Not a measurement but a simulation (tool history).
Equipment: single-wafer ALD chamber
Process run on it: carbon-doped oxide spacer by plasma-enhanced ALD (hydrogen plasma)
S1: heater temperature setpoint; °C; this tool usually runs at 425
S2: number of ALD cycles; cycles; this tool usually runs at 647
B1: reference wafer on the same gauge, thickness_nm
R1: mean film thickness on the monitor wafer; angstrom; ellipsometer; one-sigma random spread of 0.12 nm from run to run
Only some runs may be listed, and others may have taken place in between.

| run | day | S1 | S2 | B1 | R1 |
|---|---|---|---|---|---|
| 1 | 0.000 | 429 | 647 | 26.138 | 289.14 |
| 2 | 6.783 | 425 | 647 | 25.963 | 291.74 |
| 3 | 8.675 | 425 | 647 | 25.943 | 292.31 |
| 4 | 10.196 | 425 | 647 | 25.870 | 292.32 |
| 5 | 12.921 | 425 | 647 | 25.850 | 290.64 |
| 6 | 15.250 | 425 | 647 | 25.712 | 288.29 |
| 7 | 17.821 | 425 | 647 | 25.639 | 287.05 |
| 8 | 19.725 | 425 | 647 | 25.587 | 284.24 |
| 9 | 22.517 | 425 | 647 | 25.434 | 285.15 |
| 10 | 24.750 | 425 | 647 | 25.337 | 284.04 |
| 11 | 26.321 | 425 | 647 | 25.268 | 282.00 |
|  | 28.154 | gauge calibrated |
| 12 | 29.071 | 431 | 647 | 26.370 | 288.70 |
| 13 | 30.392 | 431 | 647 | 26.411 | 289.04 |
|  | 31.654 | thermocouple changed; heater temperature recalibrated |
| 14 | 31.858 | 431 | 647 | 26.339 | 287.46 |
| 15 | 32.925 | 425 | 647 | 26.375 | 295.12 |
| 16 | 35.892 | 434 | 599 | 26.338 | 264.78 |
| 17 | 37.771 | 431 | 685 | 26.258 | 307.74 |
| 18 | 38.917 | 436 | 745 | 26.316 | 327.44 |
| 19 | 40.117 | 425 | 701 | 26.283 | 319.91 |
| 20 | 42.304 | 410 | 743 | 26.239 | 356.96 |
| 21 | 44.762 | 438 | 526 | 26.208 | 228.97 |
| 22 | 46.604 | 425 | 680 | 26.166 | 307.65 |
| 23 | 48.692 | 437 | 519 | 26.089 | 224.01 |
| 24 | 57.058 | 425 | 647 | 25.871 | 289.01 |
| 25 | 58.792 | 425 | 647 | 25.857 | 289.30 |
| 26 | 60.604 | 425 | 647 | 25.756 | 291.51 |
| 27 | 62.521 | 425 | 647 | 25.663 | 288.28 |
| 28 | 64.100 | 425 | 647 | 25.672 | 287.02 |
| 29 | 66.771 | 411 | 693 | 25.551 | 324.70 |
| 30 | 68.800 | 425 | 647 | 25.434 | 285.77 |

For some of the steps in R1 from one run to the next: how much would appear even if the tool had no hidden state, given the settings, what came in and random variation, and how much remains for the hidden state plus any gauge scatter that the measured result and the result without hidden state don't share?
What the log doesn't record here: wafer temperature above the value expected at the setpoint (K); gauge reads high (%).
Run 11 -> 12: S1 425 -> 431, gauge calibrated. R1 +6.70 angstrom: hidden state +12.26, all else -5.56.
Run 20 -> 21: S1 410 -> 438, S2 743 -> 526. R1 -127.99 angstrom: hidden state +0.31, all else -128.30.
Run 21 -> 22: S1 438 -> 425, S2 526 -> 680. R1 +78.68 angstrom: hidden state -0.98, all else +79.66.
Run 22 -> 23: S1 425 -> 437, S2 680 -> 519. R1 -83.64 angstrom: hidden state +0.30, all else -83.94.
Run 23 -> 24: S1 437 -> 425, S2 519 -> 647. R1 +65.00 angstrom: hidden state -3.27, all else +68.27.
Run 28 -> 29: S1 425 -> 411, S2 647 -> 693. R1 +37.68 angstrom: hidden state -2.57, all else +40.25.
